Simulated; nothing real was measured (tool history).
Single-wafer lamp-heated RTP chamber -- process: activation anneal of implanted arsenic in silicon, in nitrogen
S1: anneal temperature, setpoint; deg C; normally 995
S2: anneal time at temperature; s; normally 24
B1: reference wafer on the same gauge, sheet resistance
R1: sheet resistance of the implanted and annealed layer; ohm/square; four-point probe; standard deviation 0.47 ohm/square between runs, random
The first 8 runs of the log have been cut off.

run   hour    S1  S2      B1      R1
  9  222.3   995  24  318.79  291.17
 10  241.6   995  24  318.86  289.75
 11  275.4   995  24  319.03  290.52
 12  304.3   995  24  318.73  289.37
 13  317.1  1015  24  319.11  285.97
 14  350.2  1015  24  319.04  285.68
 15  385.5  1015  24  318.85  286.09
     396.3  -- pyrometer window cleaned and pyrometer calibrated
 16  420.6   995  29  318.82  287.45
 17  452.6   995  29  319.02  288.55
     471.9  -- reflector plate cleaned
 18  472.4   995  24  318.88  291.61
     478.6  -- gauge calibrated
 19  482.7  1021  37     319  281.11
 20    513   975  17  318.91  296.77
 21    543   965  11  319.06  300.43
 22    559   995  30  319.12  289.33
     578.7  -- pyrometer window cleaned and pyrometer calibrated
 23  579.2  1009  29  318.77  286.14
 24  611.2   995  24  319.02  290.25
 25  649.2  1012  36  318.95  283.64
 26  677.4   995  24  319.07  290.73
 27  697.8   995  37  318.98  287.15
 28  715.3   995  24  318.94  290.62
 29    745  1008  24  319.04  287.25
 30  760.7   995  36  318.94  286.71
     805.7  -- pyrometer window cleaned and pyrometer calibrated
 31  806.9   982  17  318.98  294.85
 32  819.3   979  24  318.84  292.78

What does the tool deliver on the next run?
 33  841.2  995  24   ?   ?

{"run 33": {"B1": 319.33, "R1": 290.66}}
Without the tool's hidden state the same run would have given R1 291.87 ohm/square.
